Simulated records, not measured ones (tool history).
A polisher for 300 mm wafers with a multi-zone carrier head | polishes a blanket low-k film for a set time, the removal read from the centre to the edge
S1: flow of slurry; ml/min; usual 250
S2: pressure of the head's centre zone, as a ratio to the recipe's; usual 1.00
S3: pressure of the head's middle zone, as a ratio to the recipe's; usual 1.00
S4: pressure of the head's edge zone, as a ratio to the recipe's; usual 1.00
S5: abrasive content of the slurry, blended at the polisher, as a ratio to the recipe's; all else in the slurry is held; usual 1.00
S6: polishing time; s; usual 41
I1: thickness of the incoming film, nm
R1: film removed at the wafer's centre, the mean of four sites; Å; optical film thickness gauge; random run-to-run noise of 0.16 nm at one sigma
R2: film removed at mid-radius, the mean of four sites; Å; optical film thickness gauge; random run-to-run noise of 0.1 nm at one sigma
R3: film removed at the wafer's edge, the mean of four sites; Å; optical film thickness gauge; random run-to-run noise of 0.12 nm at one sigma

run	hour	S1	S2	S3	S4	S5	S6	I1	R1	R2	R3
1	0.0	250	1.00	0.92	1.00	1.00	41	454.5	148	140	150
2	89.3	250	1.00	0.92	1.00	1.00	41	461.9	146	139	149
# hour 178.6: slurry nozzle cleaned
3	197.0	250	1.00	1.00	1.00	1.00	41	458.8	151	150	150
# hour 213.1: worn pad replaced by a new one
4	249.1	250	1.00	1.04	1.00	1.00	41	452.5	150	152	148
5	301.1	250	1.00	1.00	1.00	1.00	41	457.1	152	148	149
6	391.9	250	1.00	1.00	1.00	1.00	41	461.6	148	148	147
# hour 427.8: centre zone pressure recalibrated
7	464.2	250	1.00	0.92	1.00	1.00	41	463.8	149	140	150
8	502.1	250	1.05	1.00	1.00	1.20	51	460.6	199	197	195
# hour 543.3: edge zone pressure recalibrated
9	565.1	250	1.05	1.00	1.00	1.00	46	461.0	169	169	166
10	655.4	205	1.06	1.00	1.00	1.15	41	461.9	159	154	153
11	730.1	250	1.00	0.90	1.00	1.00	41	463.2	149	137	151
# hour 746.2: worn pad replaced by a new one
# hour 919.4: slurry nozzle cleaned
12	1004.1	295	1.10	1.00	1.04	0.80	41	461.4	149	140	144
# hour 1085.7: carrier head's membrane replaced by a new one
# hour 1112.0: centre zone pressure recalibrated
13	1120.1	250	1.00	1.00	1.00	1.00	41	462.8	146	150	146
14	1179.8	250	1.00	1.00	1.00	1.00	41	463.1	150	149	149
15	1231.9	330	0.89	1.00	1.00	1.15	41	462.3	148	161	157
# hour 1258.6: worn pad replaced by a new one
16	1295.5	250	1.08	1.10	1.00	0.85	53	467.3	192	198	183
# hour 1303.3: edge zone pressure recalibrated
17	1395.8	250	1.00	1.00	1.00	1.25	41	464.9	161	159	161
18	1454.2	250	1.00	1.00	1.00	1.00	37	463.2	133	136	134
19	1528.7	250	1.11	1.00	1.00	1.20	27	463.9	111	104	104
# hour 1561.2: slurry nozzle cleaned
20	1624.3	305	1.00	1.00	1.00	1.00	48	468.4	178	177	177

Exercise: give the hidden state of the tool at every run:
removal rate lost through wear of the pad, %: 0 in every run
slurry flow missing at the pad, %: 0 in every run
deviation of the centre zone's pressure from its setpoint, %: 0 in every run
deviation of the edge zone's pressure from its setpoint, %: 0 in every run
